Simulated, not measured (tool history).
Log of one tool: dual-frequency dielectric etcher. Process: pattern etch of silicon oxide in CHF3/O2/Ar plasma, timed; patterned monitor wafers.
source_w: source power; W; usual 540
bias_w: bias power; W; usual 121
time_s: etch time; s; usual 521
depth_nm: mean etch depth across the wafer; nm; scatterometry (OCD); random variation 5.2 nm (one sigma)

run	hour	source_w	bias_w	time_s	wafers since the last listed run	hours since the last wet clean	hours since the last source power generator calibration	hours since the last bias power generator calibration	hours since the last upper electrode change	hours since the gauge calibration	read-back reference wafer on the same gauge, depth_nm	depth_nm
1	0	540	121	521	0	485.5	681.4	1359	1596.4	627.6	929.3	851.9
# hour 18.2: wet clean of the chamber
2	91.5	540	121	521	228	73.3	772.9	1450.5	1687.9	719.1	928.2	849.6
3	130	540	121	521	120	111.8	811.4	1489	1726.4	757.6	929.1	842.7
4	184.6	540	121	521	170	166.4	866	1543.6	1781	812.2	928.9	847.1
5	229.8	540	121	521	141	211.6	911.2	1588.8	1826.2	857.4	927.2	855.6
6	267.4	540	121	521	117	249.2	948.8	1626.4	1863.8	895	931.2	848.9
7	336.2	570	121	521	214	318	1017.6	1695.2	1932.6	963.8	928.3	859.3
8	396.6	570	121	521	188	378.4	1078	1755.6	1993	1024.2	928.9	860.8
9	474	570	121	521	241	455.8	1155.4	1833	2070.4	1101.6	929.3	863.9
# hour 559.7: wet clean of the chamber
10	560.2	540	121	401	194	0.5	1241.6	1919.2	2156.6	1187.8	929.6	646.4
11	597.7	540	121	401	117	38	1279.1	1956.7	2194.1	1225.3	929.1	650.8
12	690.6	540	121	401	290	130.9	1372	2049.6	2287	1318.2	928.5	650.7
# hour 707.5: bias power generator calibrated
13	758	540	121	521	197	198.3	1439.4	50.5	2354.4	1385.6	928.5	845.7
14	863.8	540	121	521	330	304.1	1545.2	156.3	2460.2	1491.4	930.9	848.7
# hour 914.3: upper electrode replaced
15	956.8	540	121	521	215	397.1	1638.2	249.3	42.5	1584.4	928.5	855.5
16	1000.2	470	94	521	135	440.5	1681.6	292.7	85.9	1627.8	929.1	748.8
17	1059.5	640	138	451.5	185	499.8	1740.9	352	145.2	1687.1	928	813.5
18	1116.2	420	121	431.5	177	556.5	1797.6	408.7	201.9	1743.8	928.6	653.1
# hour 1186.6: wet clean of the chamber
19	1223	600	121	521	258	36.4	1904.4	515.5	308.7	1850.6	930.7	870.2
20	1302.9	540	146	440	249	116.3	1984.3	595.4	388.6	1930.5	929.9	775.6
21	1369.8	540	109	521	208	183.2	2051.2	662.3	455.5	1997.4	929.2	812
22	1425.5	540	121	521	173	238.9	2106.9	718	511.2	2053.1	929.8	848.6
23	1495.4	630	98	650.5	218	308.8	2176.8	787.9	581.1	2123	928.5	1018.2
# hour 1506: gauge calibrated
24	1578.7	540	107	577	260	392.1	2260.1	871.2	664.4	72.7	928.4	894.6
# hour 1605.3: source power generator calibrated
25	1655.5	540	99	521	227	468.9	50.2	948	741.2	149.5	927.1	795.8
# hour 1690.9: wet clean of the chamber
26	1730.9	540	121	521	160	40	125.6	1023.4	816.6	224.9	929.5	850.2
27	1781.4	470	94	521	157	90.5	176.1	1073.9	867.1	275.4	928.6	740.4
28	1876.2	640	121	633	295	185.3	270.9	1168.7	961.9	370.2	927.3	1089
29	1942.4	660	104	374.5	206	251.5	337.1	1234.9	1028.1	436.4	928.1	615.6
30	2028.1	540	121	521	267	337.2	422.8	1320.6	1113.8	522.1	927.6	854.4
31	2068.1	650	111	418	124	377.2	462.8	1360.6	1153.8	562.1	929.4	701.2

3 ways to go on from here, each from the tool as it stands after run 31. What would each give?
A	2068.7	540	121	440.5	1	377.8	463.4	1361.2	1154.4	562.7	?	?
B	2068.7	490	121	521	1	377.8	463.4	1361.2	1154.4	562.7	?	?
C	2068.7	460	100	577	1	377.8	463.4	1361.2	1154.4	562.7	?	?

run	read-back reference wafer on the same gauge, depth_nm	depth_nm
A	930.9	715.5
B	930.9	824
C	930.9	833.6
Without the tool's hidden state the same runs would have given:
run	depth_nm
A	715.5
B	824
C	833.6
